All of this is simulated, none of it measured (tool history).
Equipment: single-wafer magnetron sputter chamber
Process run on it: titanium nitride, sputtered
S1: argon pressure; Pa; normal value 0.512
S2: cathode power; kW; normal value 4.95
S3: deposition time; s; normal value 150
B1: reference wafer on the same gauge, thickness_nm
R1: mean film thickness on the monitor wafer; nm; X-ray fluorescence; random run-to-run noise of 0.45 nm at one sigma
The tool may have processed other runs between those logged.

run,day,S1,S2,S3,B1,R1
1,0,0.512,4.95,165,131.902,133.409
# day 5.421: gauge calibrated
2,5.671,0.512,4.95,165,131.874,132.179
3,7.021,0.6,4.5,150,132.205,106.181
# day 9.075: sputter target and shields replaced
4,9.096,0.6,4.5,150,132.043,108.989
5,10.304,0.6,4.5,150,132.019,108.952
6,13.004,0.512,4.95,150,132.06,122.262
7,14.779,0.512,4.95,150,131.984,121.951
8,17.646,0.512,4.95,150,132.198,122.518
9,20.371,0.512,4.95,143,132.14,115.583
10,21.958,0.512,4.95,143,132.062,114.306
# day 22.838: sputter target and shields replaced
11,24.858,0.512,4.95,150,131.855,117.653
12,26.338,0.512,4.95,150,132.001,116.846
13,33.567,0.512,4.95,160,131.992,123.893
# day 34.729: sputter target and shields replaced, repeated, since the last time left the tool worse
# day 37.971: capacitance manometer re-zeroed and calibrated
14,39.108,0.512,4.95,160,131.818,129.459
15,41.275,0.512,4.95,160,131.706,129.484
16,42.583,0.512,4.1,166,132.108,111.317
17,43.883,0.649,3.75,177,132.037,102.554
# day 45.158: magnet pack replaced
18,46.592,0.512,6.05,176,132.048,172.965
# day 49.029: sputter target and shields replaced
19,49.117,0.512,5.3,150,131.971,132.733
# day 49.338: gauge calibrated
20,51.238,0.512,6,163,131.939,161.539
21,57.925,0.386,5.3,150,131.947,135.445
22,60.783,0.512,4.95,160,132.296,128.816
23,62.367,0.512,6,163,131.916,158.743
# day 64.596: sputter target and shields replaced
24,65.112,0.512,4.95,150,131.911,122.372
25,66.333,0.592,4.95,150,131.908,119.108
26,68.146,0.659,4.55,150,131.852,106.195
27,70.221,0.569,4.95,142,131.944,113.408
28,71.562,0.512,4.95,150,131.877,120.529
29,72.688,0.512,4.95,150,131.957,120.71
30,73.8,0.351,3.95,165,132.207,113.3
31,76.338,0.403,4.95,150,131.772,125.696

3 ways to go on from here, each from the tool as it stands after run 31. What would each give?
A,76.354,0.613,4.95,150,?,?
B,76.354,0.353,4.6,122,?,?
C,76.354,0.512,5.3,179,?,?

run,B1,R1
A,132.154,116.113
B,132.154,97.105
C,132.154,154.235
What these runs would have given with no unlogged condition in the tool:
run,R1
A,118.601
B,99.186
C,157.54
